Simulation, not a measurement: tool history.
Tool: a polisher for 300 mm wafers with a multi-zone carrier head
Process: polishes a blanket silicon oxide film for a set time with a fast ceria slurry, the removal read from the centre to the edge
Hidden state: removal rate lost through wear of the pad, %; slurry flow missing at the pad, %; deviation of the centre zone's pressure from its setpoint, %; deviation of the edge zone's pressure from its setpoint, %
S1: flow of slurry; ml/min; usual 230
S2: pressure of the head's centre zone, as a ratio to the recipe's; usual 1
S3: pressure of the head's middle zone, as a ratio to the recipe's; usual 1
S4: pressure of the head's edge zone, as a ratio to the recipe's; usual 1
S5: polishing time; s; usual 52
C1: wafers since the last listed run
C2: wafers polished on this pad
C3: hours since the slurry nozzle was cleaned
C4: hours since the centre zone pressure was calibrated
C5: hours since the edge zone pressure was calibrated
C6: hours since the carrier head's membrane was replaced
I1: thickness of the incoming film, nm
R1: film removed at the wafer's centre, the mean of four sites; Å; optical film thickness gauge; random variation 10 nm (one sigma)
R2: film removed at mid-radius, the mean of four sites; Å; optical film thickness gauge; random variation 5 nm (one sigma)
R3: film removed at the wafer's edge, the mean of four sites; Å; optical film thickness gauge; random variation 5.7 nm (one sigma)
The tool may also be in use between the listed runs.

Run 1, hour 0: usual settings but S5 44 s; C1 0; C2 463; C3 40.6; C4 1004.8; C5 1101.9; C6 83.2; I1 2222.4. Result: R1 7062 Å, R2 6570 Å, R3 6632 Å.
Run 2, hour 45.8: usual settings; C1 388; C2 851; C3 86.4; C4 1050.6; C5 1147.7; C6 129; I1 2254.8. Result: R1 8451 Å, R2 7770 Å, R3 7834 Å.
Run 3, hour 112.1: usual settings; C1 561; C2 1413; C3 152.7; C4 1116.9; C5 1214; C6 195.3; I1 2237.1. Result: R1 8498 Å, R2 7646 Å, R3 7813 Å.
At hour 154.4: edge zone pressure recalibrated.
Run 4, hour 162.2: usual settings; C1 407; C2 1820; C3 202.8; C4 1167; C5 7.8; C6 245.4; I1 2228.8. Result: R1 8509 Å, R2 7743 Å, R3 7842 Å.
Run 5, hour 222.2: usual settings but S3 1.05; C1 508; C2 2329; C3 262.8; C4 1227; C5 67.8; C6 305.4; I1 2215.1. Result: R1 8498 Å, R2 7953 Å, R3 7872 Å.
At hour 270.6: worn pad replaced by a new one.
Run 6, hour 290.2: usual settings but S2 1.05, S5 63 s; C1 542; C2 166; C3 330.8; C4 1295; C5 135.8; C6 373.4; I1 2182.2. Result: R1 10623 Å, R2 9376 Å, R3 9567 Å.
Run 7, hour 355.8: usual settings but S2 1.05, S4 0.92; C1 555; C2 722; C3 396.4; C4 1360.6; C5 201.4; C6 439; I1 2253.4. Result: R1 9051 Å, R2 7719 Å, R3 7543 Å.
Run 8, hour 387.7: usual settings but S5 67 s; C1 270; C2 992; C3 428.3; C4 1392.5; C5 233.3; C6 470.9; I1 2254.1. Result: R1 10838 Å, R2 9935 Å, R3 10090 Å.
At hour 396.9: centre zone pressure recalibrated.
Run 9, hour 454.4: usual settings but S3 1.06; C1 548; C2 1541; C3 495; C4 57.5; C5 300; C6 537.6; I1 2245.7. Result: R1 7822 Å, R2 8161 Å, R3 7832 Å.
Run 10, hour 500.4: usual settings but S5 57 s; C1 389; C2 1930; C3 541; C4 103.5; C5 346; C6 583.6; I1 2235.5. Result: R1 8479 Å, R2 8512 Å, R3 8563 Å.
Run 11, hour 555.6: usual settings but S1 265 ml/min; C1 467; C2 2398; C3 596.2; C4 158.7; C5 401.2; C6 638.8; I1 2233.1. Result: R1 8059 Å, R2 7877 Å, R3 7820 Å.
Run 12, hour 613.6: usual settings; C1 491; C2 2890; C3 654.2; C4 216.7; C5 459.2; C6 696.8; I1 2214.6. Result: R1 8206 Å, R2 7716 Å, R3 7874 Å.
At hour 637.3: worn pad replaced by a new one, of another model than before.
Run 13, hour 645.4: usual settings but S1 165 ml/min, S5 68 s; C1 235; C2 68; C3 686; C4 248.5; C5 491; C6 728.6; I1 2219.7. Result: R1 9872 Å, R2 9508 Å, R3 9920 Å.
Run 14, hour 684.7: usual settings but S3 0.92; C1 333; C2 401; C3 725.3; C4 287.8; C5 530.3; C6 767.9; I1 2229.4. Result: R1 8168 Å, R2 7199 Å, R3 7853 Å.
Run 15, hour 754.1: usual settings but S1 260 ml/min, S2 1.04, S3 0.91, S4 0.96; C1 588; C2 989; C3 794.7; C4 357.2; C5 599.7; C6 837.3; I1 2211.2. Result: R1 8454 Å, R2 7280 Å, R3 7876 Å.
Run 16, hour 819.2: usual settings but S1 265 ml/min, S4 1.12; C1 551; C2 1541; C3 859.8; C4 422.3; C5 664.8; C6 902.4; I1 2193.4. Result: R1 8583 Å, R2 7954 Å, R3 8476 Å.
At hour 852.6: slurry nozzle cleaned.
Run 17, hour 888.8: usual settings but S2 1.09, S4 0.93, S5 61 s; C1 581; C2 2122; C3 36.2; C4 491.9; C5 734.4; C6 972; I1 2263. Result: R1 10687 Å, R2 8994 Å, R3 8895 Å.
At hour 951.1: worn pad replaced by a new one.
Run 18, hour 953.7: usual settings but S2 1.12, S4 0.94; C1 516; C2 21; C3 101.1; C4 556.8; C5 799.3; C6 1036.9; I1 2214.2. Result: R1 9361 Å, R2 7705 Å, R3 7598 Å.
Run 19, hour 1001.5: usual settings but S1 305 ml/min, S2 0.92, S4 0.88, S5 59 s; C1 405; C2 427; C3 148.9; C4 604.6; C5 847.1; C6 1084.7; I1 2197. Result: R1 9114 Å, R2 9119 Å, R3 8599 Å.
Run 20, hour 1034.2: usual settings but S1 165 ml/min, S3 0.96, S4 0.96; C1 277; C2 704; C3 181.6; C4 637.3; C5 879.8; C6 1117.4; I1 2205.2. Result: R1 7970 Å, R2 7033 Å, R3 7344 Å.
Run 21, hour 1065.5: usual settings; C1 265; C2 969; C3 212.9; C4 668.6; C5 911.1; C6 1148.7; I1 2244.8. Result: R1 8400 Å, R2 7755 Å, R3 7817 Å.
Run 22, hour 1100.2: usual settings but S1 250 ml/min, S2 1.1, S3 1.09, S5 68 s; C1 294; C2 1263; C3 247.6; C4 703.3; C5 945.8; C6 1183.4; I1 2211.9. Result: R1 12421 Å, R2 10973 Å, R3 10336 Å.

Hidden state or all else? Some run-to-run changes of R1, split into what the settings, what came in and random variation would give without the hidden state, and what is left for the hidden state (with any gauge scatter that isn't in both results):
Run 8 -> 9: S3 1 -> 1.06, S5 67 -> 52, centre zone pressure recalibrated. R1 -3016 Å: hidden state -773, all else -2243.
Run 21 -> 22: S1 230 -> 250, S2 1 -> 1.1, S3 1 -> 1.09, S5 52 -> 68. R1 +4021 Å: hidden state +324, all else +3697.
